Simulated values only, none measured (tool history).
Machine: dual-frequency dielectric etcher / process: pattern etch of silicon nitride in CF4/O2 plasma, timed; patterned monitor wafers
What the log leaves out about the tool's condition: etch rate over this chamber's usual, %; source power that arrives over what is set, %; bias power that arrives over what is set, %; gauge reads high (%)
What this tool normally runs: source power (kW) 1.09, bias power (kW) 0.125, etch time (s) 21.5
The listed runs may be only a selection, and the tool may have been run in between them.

run    hour  source power (kW)  bias power (kW)  etch time (s)  wafers since the last listed run  hours since the last wet clean  hours since the last source power generator calibration  hours since the last bias power generator calibration  hours since the last upper electrode change  hours since the gauge calibration  read-back reference wafer on the same gauge, depth_nm  mean etch depth across the wafer (nm)
  1       0               1.09            0.125           21.5                                 0                            56.1                                                   1550.6                                                  489.7                                       4148.1                               2226                                                   89.1                                   76.5
  2    38.5               1.09            0.125           21.5                               710                            94.6                                                   1589.1                                                  528.2                                       4186.6                             2264.5                                                   89.2                                   77.5
  3    79.2               1.09            0.101           24.5                               751                           135.3                                                   1629.8                                                  568.9                                       4227.3                             2305.2                                                   89.1                                   82.7
  4   141.4               1.09            0.101           24.5                              1148                           197.5                                                     1692                                                  631.1                                       4289.5                             2367.4                                                   89.1                                   83.4
  5   181.6               1.09            0.101           24.5                               742                           237.7                                                   1732.2                                                  671.3                                       4329.7                             2407.6                                                   89.1                                   83.3
  6   236.9               1.09            0.125           21.5                              1020                             293                                                   1787.5                                                  726.6                                         4385                             2462.9                                                   89.1                                   77.6
  7   268.5               1.09            0.125           21.5                               583                           324.6                                                   1819.1                                                  758.2                                       4416.6                             2494.5                                                   89.1                                   77.8
  8   308.5               1.09            0.125           21.5                               738                           364.6                                                   1859.1                                                  798.2                                       4456.6                             2534.5                                                   89.1                                   77.7
  9   377.1               0.83            0.138           21.5                              1266                           433.2                                                   1927.7                                                  866.8                                       4525.2                             2603.1                                                     89                                   64.6
 10   437.4               1.09            0.125           21.5                              1113                           493.5                                                     1988                                                  927.1                                       4585.5                             2663.4                                                   89.1                                   78.3
      486.9  -- source power generator calibrated
      518.2  -- wet clean of the chamber
 11   518.7               1.09            0.125           21.5                               983                             0.5                                                     31.8                                                 1008.4                                       4666.8                             2744.7                                                   89.1                                   74.7
 12   559.2               1.09            0.101           24.5                               747                              41                                                     72.3                                                 1048.9                                       4707.3                             2785.2                                                   89.1                                   80.1
 13   601.7               1.09            0.125           21.5                               784                            83.5                                                    114.8                                                 1091.4                                       4749.8                             2827.7                                                   89.1                                   75.1
 14   643.9               1.09            0.125           21.5                               779                           125.7                                                      157                                                 1133.6                                         4792                             2869.9                                                   89.1                                   75.1
 15   703.4               1.16            0.125           21.5                              1098                           185.2                                                    216.5                                                 1193.1                                       4851.5                             2929.4                                                   89.1                                     80
      766.5  -- gauge calibrated
 16   771.3               1.09            0.125           21.5                              1253                           253.1                                                    284.4                                                   1261                                       4919.4                                4.8                                                   89.1                                     75
      797.4  -- upper electrode replaced
 17     841               0.84            0.139           18.5                               843                           322.8                                                    354.1                                                 1330.7                                         43.6                               74.5                                                   89.2                                   54.3
 18   895.6               1.23            0.125           15.5                              1007                           377.4                                                    408.7                                                 1385.3                                         98.2                              129.1                                                   89.1                                     60
      918.4  -- bias power generator calibrated
 19     966               1.09            0.125           21.5                              1225                           447.8                                                    479.1                                                   47.6                                        168.6                              199.5                                                   89.1                                   75.1
 20  1012.6               0.86            0.148             16                               860                           494.4                                                    525.7                                                   94.2                                        215.2                              246.1                                                   89.1                                   49.5
 21  1048.1               1.09            0.101           24.5                               655                           529.9                                                    561.2                                                  129.7                                        250.7                              281.6                                                   89.1                                   80.8
     1090.1  -- wet clean of the chamber
 22  1119.5               1.09            0.139           21.5                               875                            29.4                                                    632.6                                                  201.1                                        322.1                                353                                                   89.1                                   78.5
 23  1183.1               0.93            0.125           24.5                              1174                              93                                                    696.2                                                  264.7                                        385.7                              416.6                                                   89.1                                     76
 24  1207.3                1.3            0.125           26.5                               446                           117.2                                                    720.4                                                  288.9                                        409.9                              440.8                                                   89.1                                  107.3
 25  1248.4                1.3            0.125           21.5                               758                           158.3                                                    761.5                                                    330                                          451                              481.9                                                   89.1                                   86.9
 26  1295.3               1.09            0.125           21.5                               865                           205.2                                                    808.4                                                  376.9                                        497.9                              528.8                                                   89.1                                   75.6
 27  1338.8               1.28            0.125             17                               803                           248.7                                                    851.9                                                  420.4                                        541.4                              572.3                                                   89.1                                     68
 28  1376.8               1.09            0.125           21.5                               701                           286.7                                                    889.9                                                  458.4                                        579.4                              610.3                                                   89.1                                   75.7
 29  1426.3               1.18            0.149           21.5                               913                           336.2                                                    939.4                                                  507.9                                        628.9                              659.8                                                   89.1                                     85
 30  1497.2               1.09            0.099           21.5                              1308                           407.1                                                   1010.3                                                  578.8                                        699.8                              730.7                                                   89.1                                   71.3
 31  1536.6               1.09            0.102           21.5                               727                           446.5                                                   1049.7                                                  618.2                                        739.2                              770.1                                                   89.2                                   71.9

Exercise: give the hidden state of the tool at every run:
etch rate over this chamber's usual, %: 0, the same for each run
bias power that arrives over what is set, %: 0, the same for each run
gauge reads high (%): 0, the same for each run
H1: source power that arrives over what is set, %
run       H1
  1     3.28
  2     3.45
  3     3.63
  4     3.92
  5     4.12
  6     4.39
  7     4.55
  8     4.76
  9     5.13
 10     5.46
 11  -0.0996
 12  -0.0937
 13  -0.0825
 14  -0.0663
 15  -0.0349
 16    0.013
 17   0.0758
 18    0.135
 19    0.223
 20    0.289
 21    0.343
 22    0.463
 23    0.583
 24    0.631
 25    0.717
 26    0.821
 27    0.922
 28     1.02
 29     1.14
 30     1.34
 31     1.45

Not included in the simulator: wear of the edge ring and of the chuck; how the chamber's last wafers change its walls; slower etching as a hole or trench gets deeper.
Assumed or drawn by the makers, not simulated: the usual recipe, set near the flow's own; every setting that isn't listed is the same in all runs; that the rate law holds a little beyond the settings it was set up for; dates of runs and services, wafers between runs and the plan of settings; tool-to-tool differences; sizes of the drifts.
